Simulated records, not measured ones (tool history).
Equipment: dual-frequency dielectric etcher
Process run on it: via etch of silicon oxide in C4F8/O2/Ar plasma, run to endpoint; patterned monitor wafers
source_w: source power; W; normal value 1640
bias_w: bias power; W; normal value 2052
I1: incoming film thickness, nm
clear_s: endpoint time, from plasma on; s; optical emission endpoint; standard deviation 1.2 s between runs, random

run 1 hour=0.0 | source_w=1640 bias_w=2052 | I1=852.4 | clear_s=184.3
run 2 hour=21.4 | source_w=1640 bias_w=2052 | I1=855.4 | clear_s=184.1
run 3 hour=54.8 | source_w=1640 bias_w=2052 | I1=847.7 | clear_s=184.8
run 4 hour=74.4 | source_w=1640 bias_w=2052 | I1=857.4 | clear_s=185.1
run 5 hour=169.2 | source_w=1640 bias_w=2052 | I1=853.7 | clear_s=188.1
run 6 hour=202.0 | source_w=1640 bias_w=2052 | I1=850.0 | clear_s=188.7
-- hour=239.3 wet clean of the chamber
run 7 hour=239.8 | source_w=1640 bias_w=2052 | I1=855.5 | clear_s=178.0
-- hour=256.6 bias power generator calibrated
run 8 hour=259.1 | source_w=1640 bias_w=2052 | I1=854.1 | clear_s=180.8
-- hour=300.5 upper electrode replaced
-- hour=301.3 source power generator calibrated
run 9 hour=301.8 | source_w=1640 bias_w=1592 | I1=851.6 | clear_s=189.7
run 10 hour=317.2 | source_w=1640 bias_w=1848 | I1=860.6 | clear_s=188.9
run 11 hour=342.2 | source_w=1810 bias_w=1843 | I1=855.8 | clear_s=181.0
run 12 hour=360.1 | source_w=1640 bias_w=1820 | I1=863.4 | clear_s=193.0
run 13 hour=382.3 | source_w=1640 bias_w=1785 | I1=853.7 | clear_s=192.6
run 14 hour=398.9 | source_w=1640 bias_w=2052 | I1=847.5 | clear_s=181.8
run 15 hour=422.4 | source_w=1640 bias_w=1795 | I1=848.1 | clear_s=191.0

What if the next run were any one of these 4? Each begins from the tool's condition after run 15:
run A hour=422.9 | source_w=1480 bias_w=2052 | I1=857.1 | clear_s=?
run B hour=422.9 | source_w=1390 bias_w=2456 | I1=857.1 | clear_s=?
run C hour=422.9 | source_w=1980 bias_w=2258 | I1=857.1 | clear_s=?
run D hour=422.9 | source_w=1380 bias_w=1862 | I1=857.1 | clear_s=?

run=A clear_s=191.8
run=B clear_s=186.5
run=C clear_s=167.9
run=D clear_s=202.0
What these runs would have given with no unlogged condition in the tool:
run=A clear_s=186.9
run=B clear_s=181.7
run=C clear_s=163.6
run=D clear_s=196.8
